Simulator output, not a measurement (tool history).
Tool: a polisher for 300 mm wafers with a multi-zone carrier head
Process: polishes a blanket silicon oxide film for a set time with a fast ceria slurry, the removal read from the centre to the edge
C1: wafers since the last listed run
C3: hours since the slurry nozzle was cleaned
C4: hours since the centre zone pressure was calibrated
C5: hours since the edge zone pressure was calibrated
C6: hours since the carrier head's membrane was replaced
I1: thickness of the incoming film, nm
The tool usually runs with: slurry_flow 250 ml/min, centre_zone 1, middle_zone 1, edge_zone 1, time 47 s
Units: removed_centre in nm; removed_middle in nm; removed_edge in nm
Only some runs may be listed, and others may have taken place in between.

Run 1, day 0: usual settings but time 60 s; C1 0; wafers polished on this pad 347; C3 926.3; C4 353.8; C5 856; C6 1971; I1 3813. Result: removed_centre 532.9 nm, removed_middle 570.2 nm, removed_edge 568.5 nm.
At day 0.308: edge zone pressure recalibrated.
Run 2, day 0.329: usual settings but time 60 s; C1 44; wafers polished on this pad 392; C3 934.2; C4 361.7; C5 0.5; C6 1978.9; I1 3828.2. Result: removed_centre 535 nm, removed_middle 572 nm, removed_edge 582 nm.
At day 0.804: centre zone pressure recalibrated.
Run 3, day 0.825: usual settings; C1 75; wafers polished on this pad 468; C3 946.1; C4 0.5; C5 12.4; C6 1990.8; I1 3830.7. Result: removed_centre 452.4 nm, removed_middle 449.1 nm, removed_edge 445.4 nm.
Run 4, day 1.246: usual settings but time 62 s; C1 76; wafers polished on this pad 545; C3 956.2; C4 10.6; C5 22.5; C6 2000.9; I1 3738.8. Result: removed_centre 597.9 nm, removed_middle 588.4 nm, removed_edge 597.6 nm.
Run 5, day 1.912: usual settings but slurry_flow 225 ml/min; C1 121; wafers polished on this pad 667; C3 972.2; C4 26.6; C5 38.5; C6 2016.9; I1 3776.2. Result: removed_centre 438 nm, removed_middle 430.6 nm, removed_edge 442.6 nm.
At day 2.221: slurry nozzle cleaned.
At day 2.612: worn pad replaced by a new one.
Run 6, day 2.954: usual settings; C1 152; wafers polished on this pad 62; C3 17.6; C4 51.6; C5 63.5; C6 2041.9; I1 3818.4. Result: removed_centre 464.8 nm, removed_middle 450.1 nm, removed_edge 462.9 nm.
Run 7, day 3.512: usual settings but slurry_flow 195 ml/min, centre_zone 1.09, middle_zone 0.91; C1 102; wafers polished on this pad 164; C3 31; C4 65; C5 76.9; C6 2055.3; I1 3759.4. Result: removed_centre 490.3 nm, removed_middle 409.3 nm, removed_edge 445.2 nm.
Run 8, day 4.075: usual settings but middle_zone 0.92; C1 102; wafers polished on this pad 267; C3 44.5; C4 78.5; C5 90.4; C6 2068.8; I1 3821.1. Result: removed_centre 453.1 nm, removed_middle 420.3 nm, removed_edge 447.2 nm.
Run 9, day 4.65: usual settings but centre_zone 1.04, time 55 s; C1 105; wafers polished on this pad 372; C3 58.3; C4 92.3; C5 104.2; C6 2082.6; I1 3793.3. Result: removed_centre 548.2 nm, removed_middle 527.3 nm, removed_edge 528.1 nm.
At day 5.329: carrier head's membrane replaced by a new one.
Run 10, day 5.35: usual settings but edge_zone 0.9; C1 89; wafers polished on this pad 462; C3 75.1; C4 109.1; C5 121; C6 0.5; I1 3731.9. Result: removed_centre 449.4 nm, removed_middle 444.8 nm, removed_edge 428.9 nm.
Run 11, day 5.571: usual settings but slurry_flow 300 ml/min, middle_zone 1.08; C1 40; wafers polished on this pad 503; C3 80.4; C4 114.4; C5 126.3; C6 5.8; I1 3776.4. Result: removed_centre 459.5 nm, removed_middle 484.9 nm, removed_edge 446.2 nm.
Run 12, day 6.004: usual settings but edge_zone 1.07; C1 79; wafers polished on this pad 582; C3 90.8; C4 124.8; C5 136.7; C6 16.2; I1 3732.6. Result: removed_centre 445.2 nm, removed_middle 447.6 nm, removed_edge 461.9 nm.
Run 13, day 6.521: usual settings but centre_zone 0.91, edge_zone 0.91; C1 94; wafers polished on this pad 676; C3 103.2; C4 137.2; C5 149.1; C6 28.6; I1 3749.2. Result: removed_centre 399.7 nm, removed_middle 438.5 nm, removed_edge 438 nm.
Run 14, day 7.271: usual settings but slurry_flow 185 ml/min; C1 137; wafers polished on this pad 814; C3 121.2; C4 155.2; C5 167.1; C6 46.6; I1 3813.7. Result: removed_centre 420.4 nm, removed_middle 425.8 nm, removed_edge 424.2 nm.
At day 8.125: worn pad replaced by a new one.
Run 15, day 8.146: usual settings but middle_zone 1.11, edge_zone 0.94, time 62 s; C1 129; wafers polished on this pad 3; C3 142.2; C4 176.2; C5 188.1; C6 67.6; I1 3730.6. Result: removed_centre 588.8 nm, removed_middle 652.9 nm, removed_edge 572.4 nm.
Run 16, day 8.246: usual settings but centre_zone 1.05, edge_zone 1.12; C1 18; wafers polished on this pad 22; C3 144.6; C4 178.6; C5 190.5; C6 70; I1 3790.1. Result: removed_centre 466.3 nm, removed_middle 447.5 nm, removed_edge 462.2 nm.
Run 17, day 8.95: usual settings but centre_zone 1.11, edge_zone 0.92; C1 128; wafers polished on this pad 150; C3 161.5; C4 195.5; C5 207.4; C6 86.9; I1 3799.2. Result: removed_centre 500.7 nm, removed_middle 442.3 nm, removed_edge 439.4 nm.
Run 18, day 9.367: usual settings but slurry_flow 225 ml/min, centre_zone 0.96, time 58 s; C1 76; wafers polished on this pad 227; C3 171.5; C4 205.5; C5 217.4; C6 96.9; I1 3730.5. Result: removed_centre 522.1 nm, removed_middle 544.7 nm, removed_edge 546.2 nm.
Run 19, day 10.058: usual settings but edge_zone 1.07; C1 126; wafers polished on this pad 353; C3 188.1; C4 222.1; C5 234; C6 113.5; I1 3712.5. Result: removed_centre 432.4 nm, removed_middle 445 nm, removed_edge 466.5 nm.
Run 20, day 10.746: usual settings but middle_zone 0.92; C1 125; wafers polished on this pad 479; C3 204.6; C4 238.6; C5 250.5; C6 130; I1 3814.1. Result: removed_centre 437.4 nm, removed_middle 414.2 nm, removed_edge 447.5 nm.
Run 21, day 11.112: usual settings but centre_zone 0.93, middle_zone 1.12, time 55 s; C1 67; wafers polished on this pad 546; C3 213.4; C4 247.4; C5 259.3; C6 138.8; I1 3800.2. Result: removed_centre 473 nm, removed_middle 567.9 nm, removed_edge 513.2 nm.
Run 22, day 11.583: usual settings but slurry_flow 295 ml/min, edge_zone 1.04, time 51 s; C1 86; wafers polished on this pad 632; C3 224.7; C4 258.7; C5 270.6; C6 150.1; I1 3795.9. Result: removed_centre 469.5 nm, removed_middle 481.4 nm, removed_edge 494.4 nm.
Run 23, day 12.321: usual settings but slurry_flow 170 ml/min; C1 134; wafers polished on this pad 767; C3 242.4; C4 276.4; C5 288.3; C6 167.8; I1 3798. Result: removed_centre 409.5 nm, removed_middle 418.1 nm, removed_edge 426.1 nm.

Here are 3 independent what-if runs from the current tool condition. What would each one return?
Run A, day 12.338: usual settings; C1 3; wafers polished on this pad 770; C3 242.8; C4 276.8; C5 288.7; C6 168.2; I1 3723.3. Result: removed_centre ?, removed_middle ?, removed_edge ?.
Run B, day 12.338: usual settings but centre_zone 1.06; C1 3; wafers polished on this pad 770; C3 242.8; C4 276.8; C5 288.7; C6 168.2; I1 3723.3. Result: removed_centre ?, removed_middle ?, removed_edge ?.
Run C, day 12.338: usual settings but slurry_flow 275 ml/min, centre_zone 1.04, middle_zone 0.89, edge_zone 0.91; C1 3; wafers polished on this pad 770; C3 242.8; C4 276.8; C5 288.7; C6 168.2; I1 3723.3. Result: removed_centre ?, removed_middle ?, removed_edge ?.

run  removed_centre  removed_middle  removed_edge
  A           415.3           434.5         435.7
  B           440.5           434.4         435.7
  C           435.7           397.4         419.9
The same runs, with their run-to-run variation unchanged, on a tool lacking any hidden condition would have given:
run  removed_centre  removed_middle  removed_edge
  A           447.2           452.6         453.9
  B           474.3           452.4         453.9
  C           469.1           413.9         437.5
